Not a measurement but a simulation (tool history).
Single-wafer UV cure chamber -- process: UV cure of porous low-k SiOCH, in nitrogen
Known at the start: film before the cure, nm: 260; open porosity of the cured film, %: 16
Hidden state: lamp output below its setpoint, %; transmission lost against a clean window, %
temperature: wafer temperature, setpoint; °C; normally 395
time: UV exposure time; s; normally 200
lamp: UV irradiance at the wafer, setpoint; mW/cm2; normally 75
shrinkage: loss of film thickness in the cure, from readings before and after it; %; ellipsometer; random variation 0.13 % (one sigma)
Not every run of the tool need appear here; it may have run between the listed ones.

| run | day | temperature | time | lamp | wafers since the last listed run | hours since the UV bulbs were replaced | wafers since the quartz window was cleaned | shrinkage |
|---|---|---|---|---|---|---|---|---|
| 1 | 0.000 | 395 | 200 | 75 | 0 | 2616.4 | 480 | 8.932 |
| 2 | 0.742 | 395 | 200 | 75 | 98 | 2634.2 | 578 | 8.776 |
| 3 | 1.138 | 395 | 200 | 75 | 52 | 2643.7 | 631 | 8.677 |
| 4 | 1.738 | 390 | 200 | 75 | 79 | 2658.1 | 711 | 8.619 |
| 5 | 2.050 | 390 | 200 | 75 | 41 | 2665.6 | 753 | 8.731 |
| 6 | 2.621 | 390 | 200 | 75 | 75 | 2679.3 | 829 | 8.775 |
| 7 | 2.883 | 395 | 200 | 75 | 34 | 2685.6 | 863 | 8.547 |
| 8 | 3.258 | 395 | 200 | 75 | 49 | 2694.6 | 913 | 8.708 |
| 9 | 3.779 | 395 | 200 | 75 | 69 | 2707.1 | 983 | 8.362 |
| 10 | 4.212 | 395 | 200 | 75 | 57 | 2717.5 | 1040 | 8.717 |
|  | 4.688 | quartz window cleaned |
| 11 | 4.708 | 395 | 200 | 75 | 21 | 2729.4 | 2 | 9.672 |
| 12 | 5.179 | 395 | 250 | 75 | 62 | 2740.7 | 65 | 10.294 |
| 13 | 5.554 | 395 | 200 | 75 | 49 | 2749.7 | 115 | 9.352 |
| 14 | 6.046 | 395 | 200 | 75 | 65 | 2761.5 | 180 | 9.262 |
| 15 | 6.788 | 409 | 260 | 104 | 98 | 2779.3 | 279 | 12.081 |
|  | 7.329 | UV bulbs replaced |
| 16 | 7.342 | 388 | 200 | 61 | 29 | 0.3 | 308 | 8.033 |
| 17 | 8.062 | 395 | 305 | 106 | 95 | 17.6 | 404 | 12.027 |
| 18 | 8.333 | 390 | 200 | 75 | 36 | 24.1 | 440 | 8.946 |
| 19 | 8.688 | 378 | 290 | 75 | 47 | 32.6 | 488 | 10.167 |
| 20 | 9.096 | 384 | 200 | 75 | 54 | 42.4 | 542 | 8.720 |
| 21 | 9.533 | 382 | 310 | 58 | 58 | 52.9 | 600 | 9.244 |
| 22 | 10.083 | 395 | 115 | 106 | 73 | 66.1 | 673 | 8.097 |
| 23 | 10.479 | 395 | 200 | 75 | 52 | 75.6 | 726 | 8.673 |
| 24 | 10.967 | 395 | 200 | 75 | 64 | 87.3 | 791 | 8.667 |
| 25 | 11.329 | 382 | 200 | 110 | 48 | 96.0 | 839 | 9.983 |
| 26 | 11.938 | 395 | 200 | 48 | 80 | 110.6 | 920 | 7.039 |
| 27 | 12.650 | 395 | 200 | 75 | 94 | 127.7 | 1015 | 8.655 |
|  | 13.562 | quartz window cleaned |
| 28 | 13.583 | 395 | 200 | 57 | 79 | 150.1 | 2 | 8.505 |
| 29 | 14.046 | 395 | 200 | 75 | 61 | 161.2 | 64 | 9.505 |

3 ways to go on from here, each from the tool as it stands after run 29. What would each give?
| A | 14.067 | 395 | 200 | 75 | 2 | 161.7 | 67 | ? |
| B | 14.067 | 378 | 310 | 75 | 2 | 161.7 | 67 | ? |
| C | 14.067 | 395 | 295 | 42 | 2 | 161.7 | 67 | ? |

| run | shrinkage |
|---|---|
| A | 9.374 |
| B | 10.989 |
| C | 8.572 |
Without the tool's unlogged condition, the same runs would have read:
| run | shrinkage |
|---|---|
| A | 9.527 |
| B | 11.150 |
| C | 8.721 |
